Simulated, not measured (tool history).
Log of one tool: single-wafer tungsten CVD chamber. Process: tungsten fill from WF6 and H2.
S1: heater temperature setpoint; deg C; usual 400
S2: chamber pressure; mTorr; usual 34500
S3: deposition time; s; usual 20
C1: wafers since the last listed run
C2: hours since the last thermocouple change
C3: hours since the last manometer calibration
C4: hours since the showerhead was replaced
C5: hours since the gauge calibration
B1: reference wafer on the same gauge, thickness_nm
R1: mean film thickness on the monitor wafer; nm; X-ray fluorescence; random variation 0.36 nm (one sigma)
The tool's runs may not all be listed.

| run | hour | S1 | S2 | S3 | C1 | C2 | C3 | C4 | C5 | B1 | R1 |
|---|---|---|---|---|---|---|---|---|---|---|---|
| 1 | 0 | 400 | 34500 | 22.4 | 0 | 1900.6 | 2713.3 | 4222.4 | 137 | 58.198 | 76.954 |
| 2 | 17.8 | 400 | 34500 | 22.4 | 694 | 1918.4 | 2731.1 | 4240.2 | 154.8 | 58.136 | 75.851 |
| 3 | 26.9 | 400 | 34500 | 22.4 | 354 | 1927.5 | 2740.2 | 4249.3 | 163.9 | 58.348 | 76.351 |
|  | 34.9 | showerhead replaced |
|  | 45.9 | capacitance manometer re-zeroed and calibrated |
| 4 | 46.4 | 400 | 34500 | 20 | 136 | 1947 | 0.5 | 11.5 | 183.4 | 58.335 | 68.042 |
| 5 | 53.9 | 400 | 34500 | 20 | 292 | 1954.5 | 8 | 19 | 190.9 | 58.282 | 68.456 |
| 6 | 67.2 | 400 | 34500 | 20 | 518 | 1967.8 | 21.3 | 32.3 | 204.2 | 58.255 | 68.567 |
| 7 | 79.4 | 405 | 34500 | 20 | 475 | 1980 | 33.5 | 44.5 | 216.4 | 58.298 | 75.379 |
|  | 95.3 | thermocouple changed; heater temperature recalibrated |
| 8 | 95.8 | 400 | 34500 | 21.9 | 327 | 0.5 | 49.9 | 60.9 | 232.8 | 58.126 | 79.362 |
| 9 | 99.4 | 400 | 34500 | 21.9 | 140 | 4.1 | 53.5 | 64.5 | 236.4 | 58.079 | 79.591 |
| 10 | 110.1 | 400 | 34500 | 20 | 417 | 14.8 | 64.2 | 75.2 | 247.1 | 58.229 | 72.392 |
| 11 | 125.2 | 400 | 34500 | 20 | 589 | 29.9 | 79.3 | 90.3 | 262.2 | 58.192 | 72.964 |
| 12 | 131.7 | 400 | 26100 | 16.4 | 253 | 36.4 | 85.8 | 96.8 | 268.7 | 58.203 | 54.657 |
| 13 | 149 | 412 | 41900 | 23.1 | 674 | 53.7 | 103.1 | 114.1 | 286 | 58.2 | 112.191 |
| 14 | 156.2 | 400 | 34500 | 18.5 | 280 | 60.9 | 110.3 | 121.3 | 293.2 | 58.171 | 68.401 |
| 15 | 171.4 | 413 | 40500 | 20 | 592 | 76.1 | 125.5 | 136.5 | 308.4 | 58.288 | 98.086 |
|  | 185.4 | thermocouple changed; heater temperature recalibrated, repeated, since the last time left the tool worse |
| 16 | 185.9 | 400 | 34500 | 20 | 253 | 0.5 | 140 | 151 | 322.9 | 58.234 | 63.845 |
| 17 | 201.3 | 405 | 34500 | 20 | 600 | 15.9 | 155.4 | 166.4 | 338.3 | 58.014 | 69.745 |
| 18 | 212.4 | 393 | 40600 | 21.2 | 432 | 27 | 166.5 | 177.5 | 349.4 | 58.176 | 61.056 |
| 19 | 226.3 | 390 | 34500 | 20 | 542 | 40.9 | 180.4 | 191.4 | 363.3 | 58.191 | 50.836 |
| 20 | 243.6 | 400 | 34500 | 17.8 | 674 | 58.2 | 197.7 | 208.7 | 380.6 | 58.126 | 55.915 |
| 21 | 261.1 | 400 | 34500 | 20 | 682 | 75.7 | 215.2 | 226.2 | 398.1 | 58.19 | 63.019 |
|  | 286 | gauge calibrated |
| 22 | 303.8 | 400 | 30000 | 20 | 1665 | 118.4 | 257.9 | 268.9 | 17.8 | 58.245 | 60.039 |
| 23 | 312.8 | 414 | 34500 | 20 | 351 | 127.4 | 266.9 | 277.9 | 26.8 | 58.073 | 83.35 |
| 24 | 318.9 | 400 | 26900 | 18.6 | 237 | 133.5 | 273 | 284 | 32.9 | 58.36 | 53.936 |
| 25 | 327.9 | 400 | 26100 | 20 | 351 | 142.5 | 282 | 293 | 41.9 | 58.177 | 57.973 |
| 26 | 345.1 | 400 | 34500 | 20 | 670 | 159.7 | 299.2 | 310.2 | 59.1 | 58.245 | 63.78 |
| 27 | 359.7 | 393 | 34500 | 20 | 569 | 174.3 | 313.8 | 324.8 | 73.7 | 58.156 | 55.156 |
| 28 | 374.4 | 400 | 34500 | 18.7 | 573 | 189 | 328.5 | 339.5 | 88.4 | 58.21 | 59.256 |
| 29 | 384.9 | 407 | 34500 | 20 | 409 | 199.5 | 339 | 350 | 98.9 | 58.31 | 72.531 |
| 30 | 399.7 | 392 | 30600 | 16.4 | 577 | 214.3 | 353.8 | 364.8 | 113.7 | 58.435 | 42.12 |
| 31 | 412.2 | 400 | 34500 | 20 | 487 | 226.8 | 366.3 | 377.3 | 126.2 | 58.412 | 62.986 |
| 32 | 424 | 400 | 34500 | 22.9 | 460 | 238.6 | 378.1 | 389.1 | 138 | 58.211 | 72.873 |
| 33 | 431.8 | 412 | 42200 | 21.3 | 304 | 246.4 | 385.9 | 396.9 | 145.8 | 58.215 | 91.36 |
| 34 | 443.4 | 396 | 34500 | 16.8 | 452 | 258 | 397.5 | 408.5 | 157.4 | 58.033 | 49.202 |

What the log doesn't show, run by run:
true pressure above the setpoint (%): 0 in every run
gauge reads high (%): 0 in every run
H1: wafer temperature above the value expected at the setpoint (K)
| run | H1 |
|---|---|
| 1 | 4.12 |
| 2 | 4.16 |
| 3 | 4.18 |
| 4 | 4.23 |
| 5 | 4.24 |
| 6 | 4.27 |
| 7 | 4.3 |
| 8 | 7.6 |
| 9 | 7.61 |
| 10 | 7.63 |
| 11 | 7.67 |
| 12 | 7.68 |
| 13 | 7.72 |
| 14 | 7.74 |
| 15 | 7.77 |
| 16 | 0.336 |
| 17 | 0.37 |
| 18 | 0.395 |
| 19 | 0.425 |
| 20 | 0.463 |
| 21 | 0.502 |
| 22 | 0.596 |
| 23 | 0.616 |
| 24 | 0.63 |
| 25 | 0.65 |
| 26 | 0.687 |
| 27 | 0.72 |
| 28 | 0.752 |
| 29 | 0.775 |
| 30 | 0.808 |
| 31 | 0.836 |
| 32 | 0.862 |
| 33 | 0.879 |
| 34 | 0.904 |
